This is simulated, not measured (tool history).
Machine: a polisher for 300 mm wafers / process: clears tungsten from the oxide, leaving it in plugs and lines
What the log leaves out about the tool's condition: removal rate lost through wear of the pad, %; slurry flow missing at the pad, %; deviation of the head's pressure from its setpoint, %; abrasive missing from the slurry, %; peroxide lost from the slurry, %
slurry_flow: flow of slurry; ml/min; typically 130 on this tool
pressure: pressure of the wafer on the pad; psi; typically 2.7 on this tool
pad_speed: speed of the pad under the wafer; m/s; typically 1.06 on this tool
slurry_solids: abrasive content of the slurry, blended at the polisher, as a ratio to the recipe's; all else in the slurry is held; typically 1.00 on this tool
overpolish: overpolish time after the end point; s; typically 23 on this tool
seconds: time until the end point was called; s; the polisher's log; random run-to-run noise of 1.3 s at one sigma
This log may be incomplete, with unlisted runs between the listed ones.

run,hour,slurry_flow,pressure,pad_speed,slurry_solids,overpolish,wafers since the last listed run,wafers polished on this pad,hours since the slurry nozzle was cleaned,hours since the head pressure was calibrated,hours since the slurry blender was calibrated,hours since the slurry got fresh peroxide,"incoming thickness of the incoming film, nm",seconds
1,0.0,130,2.7,1.36,1.00,23,0,465,245.7,81.5,109.8,176.5,400.1,105.6
# hour 7.7: slurry tank refilled with fresh slurry and peroxide
2,14.0,130,2.7,1.36,1.00,23,110,575,259.7,95.5,123.8,6.3,401.5,106.5
3,43.4,130,2.7,1.06,1.00,23,248,824,289.1,124.9,153.2,35.7,393.3,127.1
4,73.5,130,2.7,1.06,1.00,23,254,1078,319.2,155.0,183.3,65.8,402.9,131.9
5,87.2,130,2.7,1.06,1.00,23,115,1194,332.9,168.7,197.0,79.5,398.3,128.0
# hour 102.9: worn pad replaced by a new one
6,113.9,130,3.1,1.06,1.00,23,192,93,359.6,195.4,223.7,106.2,400.2,114.4
7,145.5,130,3.1,1.06,1.00,23,267,360,391.2,227.0,255.3,137.8,401.0,115.3
# hour 162.9: slurry tank refilled with fresh slurry and peroxide
8,179.1,130,3.1,1.06,1.00,23,275,636,424.8,260.6,288.9,16.2,397.1,114.4
# hour 256.1: worn pad replaced by a new one
9,269.2,130,2.7,1.06,1.00,23,728,110,514.9,350.7,379.0,106.3,407.7,137.8
10,297.4,130,2.7,1.06,1.00,23,238,349,543.1,378.9,407.2,134.5,403.6,138.5
11,314.0,130,2.7,1.06,1.15,23,140,490,559.7,395.5,423.8,151.1,397.8,129.0
12,339.4,130,2.7,1.06,1.15,23,215,705,585.1,420.9,449.2,176.5,401.5,133.4
# hour 341.3: slurry tank refilled with fresh slurry and peroxide
13,371.6,130,1.9,1.22,1.00,23,264,969,617.3,453.1,481.4,30.3,400.2,178.2
# hour 392.1: worn pad replaced by a new one
14,392.6,85,2.2,0.92,1.15,23,143,4,638.3,474.1,502.4,51.3,397.6,206.5
# hour 410.5: slurry blender recalibrated
15,478.5,130,2.7,1.06,1.00,23,710,714,724.2,560.0,68.0,137.2,393.2,147.1

Run 16 is up next; what results do you expect?
# hour 483.7: slurry tank refilled with fresh slurry and peroxide
16,496.4,130,2.7,1.06,1.00,15,143,857,742.1,577.9,85.9,12.7,399.9,?

seconds: 145.4 s
The same run, on a tool lacking any hidden state, would have yielded seconds 123.4 s.
